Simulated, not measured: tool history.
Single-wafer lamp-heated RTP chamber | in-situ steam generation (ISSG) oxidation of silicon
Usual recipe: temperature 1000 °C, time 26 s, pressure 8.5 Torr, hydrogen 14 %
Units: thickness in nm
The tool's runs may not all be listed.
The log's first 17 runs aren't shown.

| run | hour | temperature | time | pressure | hydrogen | read-back reference wafer on the same gauge, thickness | thickness |
|---|---|---|---|---|---|---|---|
| 18 | 807.7 | 1000 | 26 | 8.5 | 14 | 5.194 | 5.712 |
| 19 | 958.6 | 1000 | 26 | 7 | 14 | 5.185 | 5.721 |
|  | 1005.8 | pyrometer window cleaned and pyrometer calibrated |
| 20 | 1011.3 | 1000 | 26 | 8.5 | 11 | 5.193 | 5.405 |
| 21 | 1075.6 | 1000 | 26 | 8.5 | 14 | 5.193 | 5.66 |
| 22 | 1131.1 | 1006 | 26 | 8.5 | 14 | 5.189 | 5.835 |
| 23 | 1160.5 | 980 | 21 | 8.5 | 14 | 5.189 | 4.734 |
| 24 | 1189.8 | 980 | 26 | 8.5 | 20 | 5.192 | 5.642 |
| 25 | 1234.7 | 987 | 17 | 8.5 | 14 | 5.184 | 4.368 |
| 26 | 1270.7 | 1005 | 26 | 8.5 | 14 | 5.191 | 5.884 |

For run 27, what comes out?
| 27 | 1313.9 | 1000 | 26 | 8.5 | 14 | ? | ? |

{"run 27": {"read-back reference wafer on the same gauge, thickness": 5.191, "thickness": 5.71}}
Were there no unlogged condition in the tool, this run, its random variation unchanged, would have produced thickness 5.671 nm.
